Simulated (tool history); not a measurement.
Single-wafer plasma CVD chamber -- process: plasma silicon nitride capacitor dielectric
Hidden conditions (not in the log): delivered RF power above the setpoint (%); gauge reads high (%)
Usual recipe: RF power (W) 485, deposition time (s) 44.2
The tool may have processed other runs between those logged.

run	hour	RF power (W)	deposition time (s)	wafers since the last listed run	hours since the last RF generator calibration	hours since the showerhead was replaced	hours since the gauge calibration	read-back reference wafer on the same gauge, thickness_nm	mean film thickness on the monitor wafer (Å)
1	0	485	44.2	0	1605.3	4963	217	59.918	625.58
# hour 1.6: gauge calibrated
2	7.7	485	44.2	106	1613	4970.7	6.1	59.453	619.35
3	14.1	485	46.3	88	1619.4	4977.1	12.5	59.495	649.66
4	25.3	485	46.3	154	1630.6	4988.3	23.7	59.511	651.93
5	64	485	46.3	532	1669.3	5027	62.4	59.576	650.72
6	71.2	485	44.2	99	1676.5	5034.2	69.6	59.607	621.34
7	80.9	485	44.2	133	1686.2	5043.9	79.3	59.641	623.45
8	87.7	485	39.9	93	1693	5050.7	86.1	59.648	561.08
9	93.7	485	44.2	82	1699	5056.7	92.1	59.675	622.84
10	111.1	485	44.2	239	1716.4	5074.1	109.5	59.724	623.22
11	118.9	485	44.2	107	1724.2	5081.9	117.3	59.741	622.47
12	133.1	485	47	195	1738.4	5096.1	131.5	59.748	660.65
13	167.4	485	47	472	1772.7	5130.4	165.8	59.845	662.64
14	182.5	485	44.2	207	1787.8	5145.5	180.9	59.879	624.24
15	197.1	485	42.3	201	1802.4	5160.1	195.5	59.912	596.87
# hour 206.8: RF generator calibrated
16	207.7	555	37.3	35	0.9	5170.7	206.1	59.903	538.32
17	221.7	485	39	192	14.9	5184.7	220.1	59.958	552.26
# hour 226.8: gauge calibrated
18	227.8	485	44.2	83	21	5190.8	1	59.299	617.83
19	238	485	44.2	140	31.2	5201	11.2	59.367	618.72
# hour 247.8: showerhead replaced
20	248.3	405	39.9	31	41.5	0.5	21.5	59.357	544.46
21	255.3	565	47.6	96	48.5	7.5	28.5	59.39	680.48
22	270.8	485	46.3	213	64	23	44	59.384	648.1
23	280.6	570	50.6	134	73.8	32.8	53.8	59.385	724.49
24	292.2	405	52.7	159	85.4	44.4	65.4	59.469	720.84
25	302.7	555	49.6	144	95.9	54.9	75.9	59.466	711.79
26	317.8	510	48.8	207	111	70	91	59.502	688.56
27	329.6	485	44.2	162	122.8	81.8	102.8	59.554	620.71
28	338.4	440	51	121	131.6	90.6	111.6	59.514	706.56
29	379.6	455	51.1	567	172.8	131.8	152.8	59.651	712.16
30	386.6	390	47	96	179.8	138.8	159.8	59.663	641.61
31	401.7	430	44.2	207	194.9	153.9	174.9	59.725	610.89
32	409.9	520	44.2	112	203.1	162.1	183.1	59.733	629.22
33	423.3	425	44.2	184	216.5	175.5	196.5	59.734	610.39
34	434.4	575	40.7	152	227.6	186.6	207.6	59.784	588.73
35	443.5	485	52	125	236.7	195.7	216.7	59.794	735.09
36	455.4	485	44.2	163	248.6	207.6	228.6	59.784	623.2
37	471.9	485	44.2	227	265.1	224.1	245.1	59.89	623.95
38	478	485	41.9	83	271.2	230.2	251.2	59.919	591.01

Run-by-run hidden state of the tool:
delivered RF power above the setpoint (%): 0 in every run
H1: gauge reads high (%)
run	H1
1	0.886
2	0.0974
3	0.123
4	0.168
5	0.323
6	0.351
7	0.39
8	0.417
9	0.441
10	0.511
11	0.542
12	0.599
13	0.736
14	0.797
15	0.855
16	0.897
17	0.953
18	-0.179
19	-0.139
20	-0.0973
21	-0.0693
22	-0.00731
23	0.0319
24	0.0783
25	0.12
26	0.181
27	0.228
28	0.263
29	0.428
30	0.456
31	0.516
32	0.549
33	0.603
34	0.647
35	0.683
36	0.731
37	0.797
38	0.821
